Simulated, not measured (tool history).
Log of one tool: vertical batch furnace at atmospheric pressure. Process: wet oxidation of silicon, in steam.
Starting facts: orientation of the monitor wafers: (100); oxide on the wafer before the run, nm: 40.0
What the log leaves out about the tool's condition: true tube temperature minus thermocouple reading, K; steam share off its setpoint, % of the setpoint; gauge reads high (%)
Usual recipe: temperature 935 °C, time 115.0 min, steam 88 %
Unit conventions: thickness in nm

run,hour,temperature,time,steam,wafers since the last listed run,hours since the last temperature calibration,hours since the steam generator was serviced,hours since the gauge calibration,"read-back reference wafer on the same gauge, thickness",thickness
1,0.0,935,115.0,88,0,3424.7,3648.6,18.2,359.92,361.55
2,18.4,935,115.0,88,202,3443.1,3667.0,36.6,360.22,361.41
3,32.7,935,115.0,88,157,3457.4,3681.3,50.9,359.99,361.67
4,93.1,935,115.0,88,663,3517.8,3741.7,111.3,360.14,361.74
5,102.8,950,115.0,88,106,3527.5,3751.4,121.0,359.92,406.41
6,115.1,950,115.0,88,135,3539.8,3763.7,133.3,360.19,406.79
7,126.1,950,115.0,88,120,3550.8,3774.7,144.3,360.15,406.78
8,147.3,947,115.0,88,232,3572.0,3795.9,165.5,359.95,396.32
9,172.7,947,115.0,88,278,3597.4,3821.3,190.9,360.16,395.77
# hour 210.8: steam generator serviced
# hour 234.8: thermocouples replaced and temperature profile calibrated
10,235.3,935,115.0,88,160,0.5,24.5,253.5,360.01,348.50
11,241.7,942,142.0,92,70,6.9,30.9,259.9,360.16,438.66
12,248.1,944,146.5,88,70,13.3,37.3,266.3,360.03,442.36
13,254.5,935,115.0,80,70,19.7,43.7,272.7,360.12,324.59
14,260.9,935,163.5,88,70,26.1,50.1,279.1,359.86,445.73
15,267.3,935,139.5,88,70,32.5,56.5,285.5,360.07,398.32
# hour 279.6: gauge calibrated
# hour 299.6: steam generator serviced, repeated, since the last time left the tool worse
16,300.1,935,115.0,80,96,65.3,0.5,20.5,360.07,348.89
17,306.4,935,71.5,88,69,71.6,6.8,26.8,360.02,267.15
18,325.0,935,134.0,88,204,90.2,25.4,45.4,360.12,415.48
19,338.8,944,159.5,97,151,104.0,39.2,59.2,359.87,536.40
20,355.6,928,115.0,88,184,120.8,56.0,76.0,360.00,352.39
21,379.8,935,115.0,88,265,145.0,80.2,100.2,359.88,373.01

Alternative continuations, all from the tool just after run 21; predict every row:
A,386.3,935,115.0,88,71,151.5,86.7,106.7,?,?
B,386.3,948,150.5,93,71,151.5,86.7,106.7,?,?
C,386.3,911,115.0,83,71,151.5,86.7,106.7,?,?
D,386.3,953,115.0,84,71,151.5,86.7,106.7,?,?
E,386.3,918,132.5,97,71,151.5,86.7,106.7,?,?

run,"read-back reference wafer on the same gauge, thickness",thickness
A,360.14,372.72
B,360.14,515.72
C,360.14,290.43
D,360.14,416.28
E,360.14,383.86
With no hidden state in the tool, these same runs would have given:
run,thickness
A,375.92
B,519.97
C,293.01
D,419.75
E,387.22

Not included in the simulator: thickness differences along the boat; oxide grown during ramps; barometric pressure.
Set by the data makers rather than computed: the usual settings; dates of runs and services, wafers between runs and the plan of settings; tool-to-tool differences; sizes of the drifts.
